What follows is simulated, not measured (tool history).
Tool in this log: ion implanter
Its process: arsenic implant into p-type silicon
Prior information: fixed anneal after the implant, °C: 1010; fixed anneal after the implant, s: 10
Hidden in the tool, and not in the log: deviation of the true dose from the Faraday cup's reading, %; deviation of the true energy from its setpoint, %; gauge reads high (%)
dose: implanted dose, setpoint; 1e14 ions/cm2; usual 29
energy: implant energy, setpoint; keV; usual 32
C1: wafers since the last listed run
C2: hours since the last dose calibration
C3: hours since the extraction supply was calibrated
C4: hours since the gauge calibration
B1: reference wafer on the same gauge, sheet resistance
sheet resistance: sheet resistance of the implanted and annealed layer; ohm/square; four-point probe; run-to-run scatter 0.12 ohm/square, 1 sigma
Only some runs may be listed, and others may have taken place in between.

{"run": 1, "day": 0.0, "dose": 29, "energy": 32, "C1": 0, "C2": 2219.6, "C3": 6121.5, "C4": 306.7, "B1": 82.73, "sheet resistance": 81.28}
{"run": 2, "day": 1.238, "dose": 29, "energy": 32, "C1": 644, "C2": 2249.3, "C3": 6151.2, "C4": 336.4, "B1": 82.81, "sheet resistance": 81.45}
{"run": 3, "day": 1.942, "dose": 29, "energy": 32, "C1": 366, "C2": 2266.2, "C3": 6168.1, "C4": 353.3, "B1": 82.85, "sheet resistance": 81.51}
{"run": 4, "day": 3.029, "dose": 35.96, "energy": 32, "C1": 566, "C2": 2292.3, "C3": 6194.2, "C4": 379.4, "B1": 82.96, "sheet resistance": 79.47}
{"run": 5, "day": 4.1, "dose": 29, "energy": 32, "C1": 557, "C2": 2318, "C3": 6219.9, "C4": 405.1, "B1": 83.02, "sheet resistance": 81.59}
{"run": 6, "day": 5.104, "dose": 29, "energy": 32, "C1": 522, "C2": 2342.1, "C3": 6244, "C4": 429.2, "B1": 83.17, "sheet resistance": 81.66}
{"run": 7, "day": 5.871, "dose": 29, "energy": 32, "C1": 399, "C2": 2360.5, "C3": 6262.4, "C4": 447.6, "B1": 83.16, "sheet resistance": 81.87}
{"run": 8, "day": 6.438, "dose": 23.22, "energy": 38.5, "C1": 295, "C2": 2374.1, "C3": 6276, "C4": 461.2, "B1": 83.2, "sheet resistance": 77.34}
{"day": 7.075, "done": "gauge calibrated"}
{"run": 9, "day": 7.483, "dose": 23.22, "energy": 38.5, "C1": 544, "C2": 2399.2, "C3": 6301.1, "C4": 9.8, "B1": 81.65, "sheet resistance": 75.89}
{"run": 10, "day": 8.233, "dose": 23.22, "energy": 38.5, "C1": 390, "C2": 2417.2, "C3": 6319.1, "C4": 27.8, "B1": 81.75, "sheet resistance": 75.87}
{"run": 11, "day": 9.354, "dose": 32.97, "energy": 32, "C1": 583, "C2": 2444.1, "C3": 6346, "C4": 54.7, "B1": 81.8, "sheet resistance": 79.25}
{"run": 12, "day": 10.258, "dose": 32.97, "energy": 32, "C1": 470, "C2": 2465.8, "C3": 6367.7, "C4": 76.4, "B1": 81.92, "sheet resistance": 79.29}
{"run": 13, "day": 11.646, "dose": 32.97, "energy": 32, "C1": 722, "C2": 2499.1, "C3": 6401, "C4": 109.7, "B1": 81.99, "sheet resistance": 79.4}
{"run": 14, "day": 12.683, "dose": 33.43, "energy": 27, "C1": 540, "C2": 2524, "C3": 6425.9, "C4": 134.6, "B1": 82.04, "sheet resistance": 86.2}
{"run": 15, "day": 14.171, "dose": 33.43, "energy": 27, "C1": 774, "C2": 2559.7, "C3": 6461.6, "C4": 170.3, "B1": 82.16, "sheet resistance": 86.64}
{"run": 16, "day": 15.075, "dose": 29, "energy": 35, "C1": 470, "C2": 2581.4, "C3": 6483.3, "C4": 192, "B1": 82.25, "sheet resistance": 77.12}
{"run": 17, "day": 15.888, "dose": 29, "energy": 32, "C1": 423, "C2": 2600.9, "C3": 6502.8, "C4": 211.5, "B1": 82.28, "sheet resistance": 80.55}
{"run": 18, "day": 16.571, "dose": 33.43, "energy": 27, "C1": 355, "C2": 2617.3, "C3": 6519.2, "C4": 227.9, "B1": 82.28, "sheet resistance": 86.68}
{"run": 19, "day": 17.883, "dose": 36.56, "energy": 25.5, "C1": 683, "C2": 2648.8, "C3": 6550.7, "C4": 259.4, "B1": 82.42, "sheet resistance": 88.37}
{"run": 20, "day": 18.6, "dose": 34.41, "energy": 32, "C1": 373, "C2": 2666, "C3": 6567.9, "C4": 276.6, "B1": 82.42, "sheet resistance": 79.41}
{"run": 21, "day": 19.104, "dose": 31.2, "energy": 40.5, "C1": 262, "C2": 2678.1, "C3": 6580, "C4": 288.7, "B1": 82.51, "sheet resistance": 71.02}
{"day": 19.592, "done": "Faraday cup replaced and dose calibrated"}
{"run": 22, "day": 20.342, "dose": 33.91, "energy": 26.5, "C1": 470, "C2": 18, "C3": 6609.7, "C4": 318.4, "B1": 82.56, "sheet resistance": 87.59}
{"run": 23, "day": 21.833, "dose": 29, "energy": 32, "C1": 776, "C2": 53.8, "C3": 6645.5, "C4": 354.2, "B1": 82.65, "sheet resistance": 81.31}
{"run": 24, "day": 22.842, "dose": 34.16, "energy": 32, "C1": 525, "C2": 78, "C3": 6669.7, "C4": 378.4, "B1": 82.77, "sheet resistance": 79.61}
{"run": 25, "day": 23.833, "dose": 24.67, "energy": 42, "C1": 516, "C2": 101.8, "C3": 6693.5, "C4": 402.2, "B1": 82.87, "sheet resistance": 72.87}
{"day": 24.938, "done": "extraction supply calibrated"}
{"run": 26, "day": 25.171, "dose": 29, "energy": 21.5, "C1": 522, "C2": 133.9, "C3": 5.6, "C4": 434.3, "B1": 82.94, "sheet resistance": 98.71}
{"day": 26.538, "done": "gauge calibrated"}
{"run": 27, "day": 27.346, "dose": 24.17, "energy": 37, "C1": 1132, "C2": 186.1, "C3": 57.8, "C4": 19.4, "B1": 81.95, "sheet resistance": 76.93}
{"run": 28, "day": 28.708, "dose": 29, "energy": 39, "C1": 709, "C2": 218.8, "C3": 90.5, "C4": 52.1, "B1": 82.01, "sheet resistance": 72.51}
{"run": 29, "day": 29.967, "dose": 36.78, "energy": 37, "C1": 655, "C2": 249, "C3": 120.7, "C4": 82.3, "B1": 82.11, "sheet resistance": 72.53}
{"run": 30, "day": 31.017, "dose": 20.47, "energy": 23.5, "C1": 546, "C2": 274.2, "C3": 145.9, "C4": 107.5, "B1": 82.13, "sheet resistance": 97.98}
{"run": 31, "day": 31.867, "dose": 29, "energy": 41, "C1": 442, "C2": 294.6, "C3": 166.3, "C4": 127.9, "B1": 82.19, "sheet resistance": 71.23}
{"run": 32, "day": 32.862, "dose": 29, "energy": 32, "C1": 518, "C2": 318.5, "C3": 190.2, "C4": 151.8, "B1": 82.3, "sheet resistance": 80.72}
{"run": 33, "day": 34.292, "dose": 23.01, "energy": 35.5, "C1": 744, "C2": 352.8, "C3": 224.5, "C4": 186.1, "B1": 82.39, "sheet resistance": 79.69}

State the hidden condition of the tool at each of the runs:
deviation of the true dose from the Faraday cup's reading, %: 0 on each run
deviation of the true energy from its setpoint, %: 0 on each run
H1: gauge reads high (%)
run=1 H1=1.14
run=2 H1=1.25
run=3 H1=1.31
run=4 H1=1.4
run=5 H1=1.5
run=6 H1=1.59
run=7 H1=1.65
run=8 H1=1.7
run=9 H1=-0.16
run=10 H1=-0.0942
run=11 H1=0.00422
run=12 H1=0.0837
run=13 H1=0.206
run=14 H1=0.297
run=15 H1=0.427
run=16 H1=0.507
run=17 H1=0.578
run=18 H1=0.638
run=19 H1=0.754
run=20 H1=0.817
run=21 H1=0.861
run=22 H1=0.97
run=23 H1=1.1
run=24 H1=1.19
run=25 H1=1.28
run=26 H1=1.39
run=27 H1=0.118
run=28 H1=0.237
run=29 H1=0.348
run=30 H1=0.44
run=31 H1=0.515
run=32 H1=0.602
run=33 H1=0.728

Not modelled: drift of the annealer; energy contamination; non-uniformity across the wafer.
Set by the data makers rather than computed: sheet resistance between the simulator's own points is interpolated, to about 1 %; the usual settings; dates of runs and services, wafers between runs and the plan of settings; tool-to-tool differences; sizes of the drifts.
